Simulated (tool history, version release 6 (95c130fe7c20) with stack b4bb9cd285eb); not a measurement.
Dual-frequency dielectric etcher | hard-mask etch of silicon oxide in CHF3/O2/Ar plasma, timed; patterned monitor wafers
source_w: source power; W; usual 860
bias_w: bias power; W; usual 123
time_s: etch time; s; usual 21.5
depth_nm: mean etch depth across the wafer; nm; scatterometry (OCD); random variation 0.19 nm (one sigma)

run     day  source_w  bias_w  time_s  wafers since the last listed run  hours since the last wet clean  hours since the last source power generator calibration  hours since the last bias power generator calibration  hours since the last upper electrode change  hours since the gauge calibration  read-back reference wafer on the same gauge, depth_nm  depth_nm
  1   0.000       860     101    21.5                                 0                           338.6                                                   3852.3                                                 2507.5                                       2840.0                              189.7                                                  42.14     36.73
  2   0.342       860     123    21.5                               159                           346.8                                                   3860.5                                                 2515.7                                       2848.2                              197.9                                                  42.17     39.63
  3   1.062       860     123    21.5                               336                           364.1                                                   3877.8                                                 2533.0                                       2865.5                              215.2                                                  42.34     39.74
  4   1.325       860     123    21.5                               122                           370.4                                                   3884.1                                                 2539.3                                       2871.8                              221.5                                                  42.21     39.54
  5   1.825       860     123    21.5                               233                           382.4                                                   3896.1                                                 2551.3                                       2883.8                              233.5                                                  42.29     40.02
  6   2.275       860     123    21.5                               209                           393.2                                                   3906.9                                                 2562.1                                       2894.6                              244.3                                                  42.17     39.64
  7   2.542       940     123    17.5                               124                           399.6                                                   3913.3                                                 2568.5                                       2901.0                              250.7                                                  42.15     33.89
  8   2.817       940     123    17.5                               128                           406.2                                                   3919.9                                                 2575.1                                       2907.6                              257.3                                                  42.18     33.53
      4.421  -- upper electrode replaced
  9   4.442       860     123    21.5                               291                           445.2                                                   3958.9                                                 2614.1                                          0.5                              296.3                                                  42.22     40.04
 10   4.454       860     123    21.5                                 5                           445.5                                                   3959.2                                                 2614.4                                          0.8                              296.6                                                  42.14     39.90
 11   4.688       860     115    21.5                               108                           451.1                                                   3964.8                                                 2620.0                                          6.4                              302.2                                                  42.21     39.21
 12   5.000       750     123    21.5                               145                           458.6                                                   3972.3                                                 2627.5                                         13.9                              309.7                                                  42.19     36.99
 13   5.567       750     123    21.5                               264                           472.2                                                   3985.9                                                 2641.1                                         27.5                              323.3                                                  42.16     37.41
      5.750  -- gauge calibrated
 14   5.954       860     123    21.5                               180                           481.5                                                   3995.2                                                 2650.4                                         36.8                                4.9                                                  42.15     39.91
      6.529  -- bias power generator calibrated
 15   6.550       860     123    21.5                               200                           495.8                                                   4009.5                                                    0.5                                         51.1                               19.2                                                  42.24     40.09
 16   7.112      1000     141    21.5                               262                           509.3                                                   4023.0                                                   14.0                                         64.6                               32.7                                                  42.27     45.37
 17   7.554       650     106    15.5                               206                           519.9                                                   4033.6                                                   24.6                                         75.2                               43.3                                                  42.19     23.49
 18   8.017       860     141    21.5                               215                           531.0                                                   4044.7                                                   35.7                                         86.3                               54.4                                                  42.12     42.34
 19   8.579       860     123    15.0                               262                           544.5                                                   4058.2                                                   49.2                                         99.8                               67.9                                                  42.19     28.35
 20   9.021       860     123    21.5                               206                           555.1                                                   4068.8                                                   59.8                                        110.4                               78.5                                                  42.30     39.99
 21   9.317       860     147    24.5                               137                           562.2                                                   4075.9                                                   66.9                                        117.5                               85.6                                                  42.07     49.15
     11.021  -- wet clean of the chamber
 22  11.042       720     123    21.5                               338                             0.5                                                   4117.3                                                  108.3                                        158.9                              127.0                                                  42.10     34.74
 23  11.054       860     123    27.0                                 5                             0.8                                                   4117.6                                                  108.6                                        159.2                              127.3                                                  42.21     48.31
 24  11.238       970     105    25.0                                85                             5.2                                                   4122.0                                                  113.0                                        163.6                              131.7                                                  42.21     44.63
     11.421  -- source power generator calibrated
 25  11.879       860     144    21.5                               221                            20.6                                                     11.0                                                  128.4                                        179.0                              147.1                                                  42.26     40.57
 26  12.442       860      96    26.5                               262                            34.1                                                     24.5                                                  141.9                                        192.5                              160.6                                                  42.11     43.22
 27  13.096      1030     153    15.0                               305                            49.8                                                     40.2                                                  157.6                                        208.2                              176.3                                                  42.34     31.99
 28  13.767       740      99    16.0                               312                            65.9                                                     56.3                                                  173.7                                        224.3                              192.4                                                  42.14     24.31
 29  14.462       860     123    21.5                               324                            82.6                                                     73.0                                                  190.4                                        241.0                              209.1                                                  42.16     38.59

5 ways to go on from here, each from the tool as it stands after run 29. What would each give?
  A  14.479       860     123    16.5                                 7                            83.0                                                     73.4                                                  190.8                                        241.4                              209.5                                                      ?         ?
  B  14.479       750     139    21.5                                 7                            83.0                                                     73.4                                                  190.8                                        241.4                              209.5                                                      ?         ?
  C  14.479       860     142    21.5                                 7                            83.0                                                     73.4                                                  190.8                                        241.4                              209.5                                                      ?         ?
  D  14.479       860     123    24.5                                 7                            83.0                                                     73.4                                                  190.8                                        241.4                              209.5                                                      ?         ?
  E  14.479      1060     111    17.5                                 7                            83.0                                                     73.4                                                  190.8                                        241.4                              209.5                                                      ?         ?

run  read-back reference wafer on the same gauge, depth_nm  depth_nm
  A                                                  42.25     29.46
  B                                                  42.25     37.40
  C                                                  42.25     40.51
  D                                                  42.25     43.75
  E                                                  42.25     33.47
Without the tool's hidden state the same runs would have given:
run  depth_nm
  A     29.04
  B     36.86
  C     39.92
  D     43.11
  E     32.99

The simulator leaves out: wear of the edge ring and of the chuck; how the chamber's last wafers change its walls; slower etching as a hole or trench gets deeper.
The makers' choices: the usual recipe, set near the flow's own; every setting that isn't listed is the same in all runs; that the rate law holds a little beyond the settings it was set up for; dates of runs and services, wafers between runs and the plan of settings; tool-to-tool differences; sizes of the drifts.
